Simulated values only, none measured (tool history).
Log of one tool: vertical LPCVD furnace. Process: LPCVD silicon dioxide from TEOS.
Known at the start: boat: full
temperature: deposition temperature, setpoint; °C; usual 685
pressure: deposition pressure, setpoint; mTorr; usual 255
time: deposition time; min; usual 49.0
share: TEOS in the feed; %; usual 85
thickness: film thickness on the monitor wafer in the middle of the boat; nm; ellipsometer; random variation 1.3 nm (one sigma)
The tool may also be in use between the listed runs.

| run | hour | temperature | pressure | time | share | wafers since the last listed run | hours since the last temperature calibration | hours since the pressure gauge was zeroed | hours since the TEOS flow controller was replaced | hours since the gauge calibration | read-back reference wafer on the same gauge, thickness | thickness |
|---|---|---|---|---|---|---|---|---|---|---|---|---|
| 1 | 0.0 | 685 | 255 | 49.0 | 85 | 0 | 1321.8 | 4454.1 | 4405.9 | 225.0 | 200.86 | 262.19 |
| 2 | 8.0 | 685 | 255 | 49.0 | 85 | 139 | 1329.8 | 4462.1 | 4413.9 | 233.0 | 200.55 | 263.09 |
| 3 | 27.9 | 685 | 255 | 49.0 | 85 | 347 | 1349.7 | 4482.0 | 4433.8 | 252.9 | 200.94 | 260.80 |
| 4 | 46.1 | 685 | 255 | 49.0 | 85 | 318 | 1367.9 | 4500.2 | 4452.0 | 271.1 | 201.03 | 262.54 |
| 5 | 65.3 | 685 | 255 | 49.0 | 85 | 335 | 1387.1 | 4519.4 | 4471.2 | 290.3 | 201.24 | 260.76 |
|  | 97.9 | thermocouples replaced and temperature profile calibrated |
|  | 114.5 | pressure gauge zeroed |
| 6 | 115.0 | 685 | 255 | 49.0 | 85 | 159 | 17.1 | 0.5 | 4520.9 | 340.0 | 200.90 | 244.99 |
| 7 | 119.8 | 681 | 305 | 64.5 | 74 | 83 | 21.9 | 5.3 | 4525.7 | 344.8 | 201.19 | 297.50 |
| 8 | 124.6 | 685 | 235 | 63.0 | 85 | 83 | 26.7 | 10.1 | 4530.5 | 349.6 | 200.93 | 301.24 |
| 9 | 129.4 | 685 | 255 | 49.0 | 77 | 83 | 31.5 | 14.9 | 4535.3 | 354.4 | 201.29 | 229.84 |
| 10 | 134.1 | 685 | 255 | 36.5 | 85 | 82 | 36.2 | 19.6 | 4540.0 | 359.1 | 201.01 | 182.98 |
| 11 | 140.9 | 685 | 255 | 49.0 | 85 | 118 | 43.0 | 26.4 | 4546.8 | 365.9 | 201.29 | 245.58 |
|  | 172.4 | TEOS flow controller replaced |
| 12 | 172.9 | 677 | 235 | 64.5 | 73 | 139 | 75.0 | 58.4 | 0.5 | 397.9 | 200.82 | 239.74 |
| 13 | 177.6 | 685 | 290 | 49.0 | 80 | 82 | 79.7 | 63.1 | 5.2 | 402.6 | 201.08 | 254.48 |
| 14 | 182.4 | 685 | 315 | 43.0 | 69 | 83 | 84.5 | 67.9 | 10.0 | 407.4 | 200.96 | 215.94 |
| 15 | 187.2 | 697 | 290 | 37.5 | 73 | 83 | 89.3 | 72.7 | 14.8 | 412.2 | 201.08 | 244.94 |
| 16 | 199.7 | 682 | 255 | 58.0 | 92 | 218 | 101.8 | 85.2 | 27.3 | 424.7 | 201.10 | 283.12 |
| 17 | 251.0 | 682 | 305 | 38.5 | 73 | 897 | 153.1 | 136.5 | 78.6 | 476.0 | 201.00 | 183.56 |
| 18 | 262.2 | 685 | 255 | 36.0 | 97 | 195 | 164.3 | 147.7 | 89.8 | 487.2 | 200.97 | 195.25 |
| 19 | 277.6 | 685 | 255 | 49.0 | 85 | 269 | 179.7 | 163.1 | 105.2 | 502.6 | 200.46 | 249.48 |
|  | 281.6 | gauge calibrated |
| 20 | 293.4 | 677 | 300 | 49.0 | 85 | 276 | 195.5 | 178.9 | 121.0 | 11.8 | 201.00 | 224.81 |
| 21 | 312.3 | 685 | 235 | 49.0 | 85 | 330 | 214.4 | 197.8 | 139.9 | 30.7 | 201.08 | 241.67 |
| 22 | 326.0 | 694 | 275 | 34.5 | 97 | 239 | 228.1 | 211.5 | 153.6 | 44.4 | 200.85 | 242.43 |
| 23 | 344.0 | 685 | 255 | 35.5 | 85 | 314 | 246.1 | 229.5 | 171.6 | 62.4 | 201.13 | 182.58 |
| 24 | 356.1 | 685 | 235 | 57.5 | 85 | 211 | 258.2 | 241.6 | 183.7 | 74.5 | 201.05 | 281.84 |
| 25 | 364.2 | 694 | 310 | 49.0 | 85 | 141 | 266.3 | 249.7 | 191.8 | 82.6 | 200.85 | 342.48 |
| 26 | 378.2 | 685 | 255 | 49.0 | 85 | 244 | 280.3 | 263.7 | 205.8 | 96.6 | 200.86 | 254.56 |
| 27 | 392.3 | 685 | 255 | 49.0 | 85 | 246 | 294.4 | 277.8 | 219.9 | 110.7 | 201.16 | 253.07 |
| 28 | 402.6 | 680 | 255 | 37.0 | 85 | 180 | 304.7 | 288.1 | 230.2 | 121.0 | 201.01 | 171.14 |
| 29 | 409.3 | 685 | 190 | 49.0 | 85 | 117 | 311.4 | 294.8 | 236.9 | 127.7 | 201.06 | 218.10 |
| 30 | 429.3 | 685 | 235 | 57.5 | 76 | 349 | 331.4 | 314.8 | 256.9 | 147.7 | 201.60 | 271.55 |

5 ways to go on from here, each from the tool as it stands after run 30. What would each give?
| A | 434.2 | 685 | 255 | 49.0 | 85 | 85 | 336.3 | 319.7 | 261.8 | 152.6 | ? | ? |
| B | 434.2 | 676 | 255 | 49.0 | 85 | 85 | 336.3 | 319.7 | 261.8 | 152.6 | ? | ? |
| C | 434.2 | 677 | 235 | 59.0 | 85 | 85 | 336.3 | 319.7 | 261.8 | 152.6 | ? | ? |
| D | 434.2 | 677 | 255 | 49.0 | 73 | 85 | 336.3 | 319.7 | 261.8 | 152.6 | ? | ? |
| E | 434.2 | 679 | 230 | 31.5 | 85 | 85 | 336.3 | 319.7 | 261.8 | 152.6 | ? | ? |

| run | read-back reference wafer on the same gauge, thickness | thickness |
|---|---|---|
| A | 201.38 | 252.81 |
| B | 201.38 | 203.52 |
| C | 201.38 | 241.04 |
| D | 201.38 | 193.25 |
| E | 201.38 | 133.63 |
Without the tool's hidden state the same runs would have given:
| run | thickness |
|---|---|
| A | 237.38 |
| B | 190.87 |
| C | 226.08 |
| D | 181.26 |
| E | 125.37 |

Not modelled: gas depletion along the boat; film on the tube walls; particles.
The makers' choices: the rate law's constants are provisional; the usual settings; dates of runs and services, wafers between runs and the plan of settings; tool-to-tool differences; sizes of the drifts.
